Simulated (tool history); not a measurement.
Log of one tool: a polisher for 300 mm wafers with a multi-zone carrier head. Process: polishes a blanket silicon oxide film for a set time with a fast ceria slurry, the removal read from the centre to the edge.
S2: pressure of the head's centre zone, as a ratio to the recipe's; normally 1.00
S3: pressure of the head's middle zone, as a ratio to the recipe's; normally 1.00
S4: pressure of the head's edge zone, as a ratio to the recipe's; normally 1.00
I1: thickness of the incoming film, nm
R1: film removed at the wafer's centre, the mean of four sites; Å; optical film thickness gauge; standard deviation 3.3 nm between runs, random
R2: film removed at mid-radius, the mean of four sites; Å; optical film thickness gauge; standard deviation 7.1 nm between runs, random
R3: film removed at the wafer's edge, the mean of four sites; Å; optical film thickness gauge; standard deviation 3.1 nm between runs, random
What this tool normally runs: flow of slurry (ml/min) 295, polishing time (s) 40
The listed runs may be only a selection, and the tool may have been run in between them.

{"run": 1, "hour": 0.0, "flow of slurry (ml/min)": 295, "S2": 1.0, "S3": 1.0, "S4": 1.0, "polishing time (s)": 40, "I1": 2032.9, "R1": 5059, "R2": 4938, "R3": 4967}
{"run": 2, "hour": 21.5, "flow of slurry (ml/min)": 295, "S2": 1.0, "S3": 1.0, "S4": 1.0, "polishing time (s)": 40, "I1": 2059.1, "R1": 5108, "R2": 4795, "R3": 4941}
{"hour": 31.8, "done": "worn pad replaced by a new one"}
{"run": 3, "hour": 55.3, "flow of slurry (ml/min)": 295, "S2": 1.0, "S3": 1.0, "S4": 1.0, "polishing time (s)": 40, "I1": 2048.1, "R1": 5007, "R2": 4863, "R3": 5000}
{"run": 4, "hour": 77.2, "flow of slurry (ml/min)": 295, "S2": 1.0, "S3": 1.0, "S4": 1.0, "polishing time (s)": 30, "I1": 2007.7, "R1": 3776, "R2": 3632, "R3": 3729}
{"run": 5, "hour": 109.5, "flow of slurry (ml/min)": 295, "S2": 1.0, "S3": 1.0, "S4": 1.0, "polishing time (s)": 40, "I1": 2044.4, "R1": 5037, "R2": 4760, "R3": 4980}
{"run": 6, "hour": 144.1, "flow of slurry (ml/min)": 295, "S2": 1.0, "S3": 1.0, "S4": 1.0, "polishing time (s)": 40, "I1": 2064.2, "R1": 4988, "R2": 4728, "R3": 4918}
{"hour": 152.6, "done": "worn pad replaced by a new one"}
{"run": 7, "hour": 177.3, "flow of slurry (ml/min)": 295, "S2": 1.0, "S3": 1.0, "S4": 1.0, "polishing time (s)": 40, "I1": 2001.0, "R1": 4946, "R2": 4910, "R3": 4844}
{"hour": 189.6, "done": "centre zone pressure recalibrated"}
{"run": 8, "hour": 203.6, "flow of slurry (ml/min)": 295, "S2": 1.0, "S3": 1.0, "S4": 1.0, "polishing time (s)": 40, "I1": 2026.0, "R1": 4676, "R2": 4683, "R3": 4914}
{"run": 9, "hour": 216.2, "flow of slurry (ml/min)": 295, "S2": 1.0, "S3": 1.0, "S4": 1.0, "polishing time (s)": 40, "I1": 2021.4, "R1": 4672, "R2": 4751, "R3": 4932}
{"hour": 231.8, "done": "slurry nozzle cleaned"}
{"run": 10, "hour": 234.0, "flow of slurry (ml/min)": 295, "S2": 1.0, "S3": 1.0, "S4": 1.0, "polishing time (s)": 48, "I1": 2054.8, "R1": 5950, "R2": 6001, "R3": 6126}
{"run": 11, "hour": 254.9, "flow of slurry (ml/min)": 295, "S2": 0.96, "S3": 1.0, "S4": 1.0, "polishing time (s)": 40, "I1": 2013.2, "R1": 4759, "R2": 5065, "R3": 5100}
{"run": 12, "hour": 284.8, "flow of slurry (ml/min)": 295, "S2": 0.96, "S3": 1.0, "S4": 1.0, "polishing time (s)": 40, "I1": 2028.5, "R1": 4745, "R2": 4926, "R3": 5077}
{"hour": 290.4, "done": "worn pad replaced by a new one"}
{"run": 13, "hour": 312.1, "flow of slurry (ml/min)": 245, "S2": 1.0, "S3": 1.0, "S4": 0.88, "polishing time (s)": 40, "I1": 2006.0, "R1": 4812, "R2": 4910, "R3": 4656}
{"hour": 377.9, "done": "carrier head's membrane replaced by a new one"}
{"run": 14, "hour": 378.4, "flow of slurry (ml/min)": 295, "S2": 1.0, "S3": 1.0, "S4": 1.0, "polishing time (s)": 40, "I1": 1990.7, "R1": 4966, "R2": 4967, "R3": 5071}
{"hour": 395.9, "done": "worn pad replaced by a new one"}
{"run": 15, "hour": 396.4, "flow of slurry (ml/min)": 295, "S2": 1.0, "S3": 1.0, "S4": 1.0, "polishing time (s)": 40, "I1": 2012.1, "R1": 4995, "R2": 4890, "R3": 5048}
{"hour": 412.9, "done": "edge zone pressure recalibrated"}
{"run": 16, "hour": 425.8, "flow of slurry (ml/min)": 215, "S2": 1.0, "S3": 1.0, "S4": 1.0, "polishing time (s)": 40, "I1": 2025.5, "R1": 4778, "R2": 4728, "R3": 4903}
{"run": 17, "hour": 444.0, "flow of slurry (ml/min)": 295, "S2": 1.0, "S3": 0.95, "S4": 1.0, "polishing time (s)": 49, "I1": 2035.9, "R1": 6178, "R2": 5675, "R3": 6183}
{"run": 18, "hour": 479.2, "flow of slurry (ml/min)": 295, "S2": 1.0, "S3": 1.0, "S4": 1.0, "polishing time (s)": 40, "I1": 2008.2, "R1": 5027, "R2": 4809, "R3": 5069}
{"hour": 505.2, "done": "worn pad replaced by a new one"}
{"run": 19, "hour": 509.2, "flow of slurry (ml/min)": 295, "S2": 1.0, "S3": 1.0, "S4": 1.03, "polishing time (s)": 40, "I1": 1983.3, "R1": 4998, "R2": 4775, "R3": 5064}
{"run": 20, "hour": 523.7, "flow of slurry (ml/min)": 395, "S2": 0.94, "S3": 1.0, "S4": 0.95, "polishing time (s)": 40, "I1": 2017.8, "R1": 4949, "R2": 5071, "R3": 5018}

Here are 4 independent what-if runs from the current tool condition. What would each one return?
{"run": "A", "hour": 524.1, "flow of slurry (ml/min)": 295, "S2": 1.0, "S3": 1.0, "S4": 1.0, "polishing time (s)": 40, "I1": 2000.8, "R1": "?", "R2": "?", "R3": "?"}
{"run": "B", "hour": 524.1, "flow of slurry (ml/min)": 295, "S2": 1.1, "S3": 0.9, "S4": 1.0, "polishing time (s)": 40, "I1": 2000.8, "R1": "?", "R2": "?", "R3": "?"}
{"run": "C", "hour": 524.1, "flow of slurry (ml/min)": 295, "S2": 1.07, "S3": 1.0, "S4": 1.0, "polishing time (s)": 52, "I1": 2000.8, "R1": "?", "R2": "?", "R3": "?"}
{"run": "D", "hour": 524.1, "flow of slurry (ml/min)": 255, "S2": 1.03, "S3": 0.96, "S4": 1.0, "polishing time (s)": 28, "I1": 2000.8, "R1": "?", "R2": "?", "R3": "?"}

run=A R1=4996 R2=4930 R3=4980
run=B R1=5435 R2=4523 R3=4987
run=C R1=6898 R2=6407 R3=6474
run=D R1=3509 R2=3271 R3=3436
With the hidden condition removed and each run's random variation left untouched, the same runs would have given:
run=A R1=4936 R2=5019 R3=5047
run=B R1=5371 R2=4605 R3=5053
run=C R1=6816 R2=6522 R3=6561
run=D R1=3480 R2=3340 R3=3489
